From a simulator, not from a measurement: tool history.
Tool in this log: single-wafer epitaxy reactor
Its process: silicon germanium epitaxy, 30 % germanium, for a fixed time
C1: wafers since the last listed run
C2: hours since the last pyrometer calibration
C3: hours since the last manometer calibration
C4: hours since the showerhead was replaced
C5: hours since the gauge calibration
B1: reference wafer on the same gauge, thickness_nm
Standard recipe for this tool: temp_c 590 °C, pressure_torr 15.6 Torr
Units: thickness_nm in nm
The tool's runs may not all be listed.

Run 1, day 0.000: usual settings but temp_c 582 °C; C1 0; C2 2080.5; C3 2719.8; C4 5874.4; C5 440.4; B1 37.260. Result: thickness_nm 33.545 nm.
At day 0.492: showerhead replaced.
Run 2, day 0.512: usual settings but temp_c 582 °C; C1 62; C2 2092.8; C3 2732.1; C4 0.5; C5 452.7; B1 37.303. Result: thickness_nm 33.339 nm.
Run 3, day 0.612: usual settings but temp_c 582 °C; C1 34; C2 2095.2; C3 2734.5; C4 2.9; C5 455.1; B1 37.320. Result: thickness_nm 33.467 nm.
Run 4, day 1.300: usual settings but pressure_torr 18.3 Torr; C1 239; C2 2111.7; C3 2751.0; C4 19.4; C5 471.6; B1 37.304. Result: thickness_nm 42.930 nm.
At day 1.654: pyrometer calibrated.
At day 2.242: gauge calibrated.
Run 5, day 2.625: usual settings but pressure_torr 18.3 Torr; C1 345; C2 23.3; C3 2782.8; C4 51.2; C5 9.2; B1 37.287. Result: thickness_nm 40.616 nm.
Run 6, day 2.979: usual settings; C1 123; C2 31.8; C3 2791.3; C4 59.7; C5 17.7; B1 37.291. Result: thickness_nm 37.494 nm.
Run 7, day 3.479: usual settings; C1 174; C2 43.8; C3 2803.3; C4 71.7; C5 29.7; B1 37.314. Result: thickness_nm 36.926 nm.
Run 8, day 4.000: usual settings; C1 181; C2 56.3; C3 2815.8; C4 84.2; C5 42.2; B1 37.299. Result: thickness_nm 37.336 nm.
Run 9, day 4.608: usual settings; C1 211; C2 70.9; C3 2830.4; C4 98.8; C5 56.8; B1 37.287. Result: thickness_nm 36.958 nm.
Run 10, day 4.962: usual settings; C1 123; C2 79.4; C3 2838.9; C4 107.3; C5 65.3; B1 37.326. Result: thickness_nm 37.289 nm.
Run 11, day 5.321: usual settings; C1 124; C2 88.0; C3 2847.5; C4 115.9; C5 73.9; B1 37.288. Result: thickness_nm 36.958 nm.
At day 5.658: pyrometer calibrated, repeated, since the last time left the tool worse.
Run 12, day 5.679: usual settings but temp_c 580 °C; C1 8; C2 0.5; C3 2856.1; C4 124.5; C5 82.5; B1 37.319. Result: thickness_nm 35.871 nm.
Run 13, day 5.979: usual settings but pressure_torr 12.1 Torr; C1 104; C2 7.7; C3 2863.3; C4 131.7; C5 89.7; B1 37.302. Result: thickness_nm 38.524 nm.
At day 6.312: capacitance manometer re-zeroed and calibrated.
Run 14, day 6.333: usual settings but temp_c 599 °C, pressure_torr 16.7 Torr; C1 7; C2 16.2; C3 0.5; C4 140.2; C5 98.2; B1 37.325. Result: thickness_nm 55.560 nm.
Run 15, day 6.825: usual settings; C1 171; C2 28.0; C3 12.3; C4 152.0; C5 110.0; B1 37.328. Result: thickness_nm 44.427 nm.
Run 16, day 7.217: usual settings but temp_c 602 °C, pressure_torr 14.5 Torr; C1 136; C2 37.4; C3 21.7; C4 161.4; C5 119.4; B1 37.265. Result: thickness_nm 54.535 nm.
Run 17, day 7.817: usual settings but pressure_torr 13.4 Torr; C1 209; C2 51.8; C3 36.1; C4 175.8; C5 133.8; B1 37.268. Result: thickness_nm 40.503 nm.
Run 18, day 8.442: usual settings but temp_c 604 °C, pressure_torr 18.9 Torr; C1 217; C2 66.8; C3 51.1; C4 190.8; C5 148.8; B1 37.297. Result: thickness_nm 64.776 nm.
Run 19, day 8.712: usual settings; C1 94; C2 73.3; C3 57.6; C4 197.3; C5 155.3; B1 37.306. Result: thickness_nm 43.938 nm.
Run 20, day 9.371: usual settings but temp_c 599 °C, pressure_torr 18.6 Torr; C1 229; C2 89.1; C3 73.4; C4 213.1; C5 171.1; B1 37.280. Result: thickness_nm 57.722 nm.
Run 21, day 9.879: usual settings but temp_c 582 °C, pressure_torr 12.2 Torr; C1 177; C2 101.3; C3 85.6; C4 225.3; C5 183.3; B1 37.301. Result: thickness_nm 32.316 nm.
Run 22, day 10.175: usual settings; C1 103; C2 108.4; C3 92.7; C4 232.4; C5 190.4; B1 37.254. Result: thickness_nm 43.909 nm.
Run 23, day 11.450: usual settings but temp_c 577 °C, pressure_torr 18.2 Torr; C1 444; C2 139.0; C3 123.3; C4 263.0; C5 221.0; B1 37.298. Result: thickness_nm 35.641 nm.
Run 24, day 12.029: usual settings but temp_c 582 °C, pressure_torr 18.6 Torr; C1 201; C2 152.9; C3 137.2; C4 276.9; C5 234.9; B1 37.323. Result: thickness_nm 40.394 nm.
Run 25, day 12.404: usual settings but temp_c 579 °C, pressure_torr 16.6 Torr; C1 130; C2 161.9; C3 146.2; C4 285.9; C5 243.9; B1 37.297. Result: thickness_nm 35.520 nm.
Run 26, day 12.829: usual settings but temp_c 577 °C; C1 148; C2 172.1; C3 156.4; C4 296.1; C5 254.1; B1 37.252. Result: thickness_nm 32.761 nm.
Run 27, day 13.267: usual settings but temp_c 582 °C, pressure_torr 14.3 Torr; C1 152; C2 182.6; C3 166.9; C4 306.6; C5 264.6; B1 37.286. Result: thickness_nm 34.787 nm.
Run 28, day 13.988: usual settings but temp_c 597 °C, pressure_torr 16.6 Torr; C1 251; C2 199.9; C3 184.2; C4 323.9; C5 281.9; B1 37.278. Result: thickness_nm 52.050 nm.
Run 29, day 14.238: usual settings; C1 87; C2 205.9; C3 190.2; C4 329.9; C5 287.9; B1 37.324. Result: thickness_nm 43.619 nm.
Run 30, day 14.796: usual settings but temp_c 594 °C; C1 194; C2 219.3; C3 203.6; C4 343.3; C5 301.3; B1 37.329. Result: thickness_nm 47.286 nm.
Run 31, day 15.396: usual settings but temp_c 602 °C, pressure_torr 18.6 Torr; C1 209; C2 233.7; C3 218.0; C4 357.7; C5 315.7; B1 37.311. Result: thickness_nm 61.083 nm.
Run 32, day 15.762: usual settings but pressure_torr 19.4 Torr; C1 127; C2 242.5; C3 226.8; C4 366.5; C5 324.5; B1 37.296. Result: thickness_nm 48.619 nm.
Run 33, day 16.021: usual settings but temp_c 586 °C, pressure_torr 18.6 Torr; C1 90; C2 248.7; C3 233.0; C4 372.7; C5 330.7; B1 37.334. Result: thickness_nm 43.245 nm.
Run 34, day 16.471: usual settings but temp_c 597 °C, pressure_torr 12.7 Torr; C1 156; C2 259.5; C3 243.8; C4 383.5; C5 341.5; B1 37.276. Result: thickness_nm 44.767 nm.
Run 35, day 16.879: usual settings; C1 142; C2 269.3; C3 253.6; C4 393.3; C5 351.3; B1 37.303. Result: thickness_nm 43.270 nm.
Run 36, day 17.554: usual settings but temp_c 599 °C, pressure_torr 17.6 Torr; C1 235; C2 285.5; C3 269.8; C4 409.5; C5 367.5; B1 37.320. Result: thickness_nm 55.247 nm.

Hidden state at the last listed run before each entry between runs and at the first one after, where it differs:
Between runs 1 and 2: showerhead replaced (day 0.492)
  wafer temperature above the value expected at the setpoint (K): -4.55 -> -4.56
  difference, measured minus the result without the unlogged condition, thickness_nm: -3.518 -> -3.501 nm
Between runs 4 and 5: pyrometer calibrated (day 1.654); gauge calibrated (day 2.242)
  wafer temperature above the value expected at the setpoint (K): -4.57 -> -7.41
  difference, measured minus the result without the unlogged condition, thickness_nm: -4.416 -> -7.022 nm
Between runs 11 and 12: pyrometer calibrated, repeated, since the last time left the tool worse (day 5.658)
  wafer temperature above the value expected at the setpoint (K): -7.76 -> 0.755
  difference, measured minus the result without the unlogged condition, thickness_nm: -6.721 -> +0.588 nm
Between runs 13 and 14: capacitance manometer re-zeroed and calibrated (day 6.312)
  wafer temperature above the value expected at the setpoint (K): 0.714 -> 0.665
  difference, measured minus the result without the unlogged condition, thickness_nm: +0.580 -> +0.763 nm
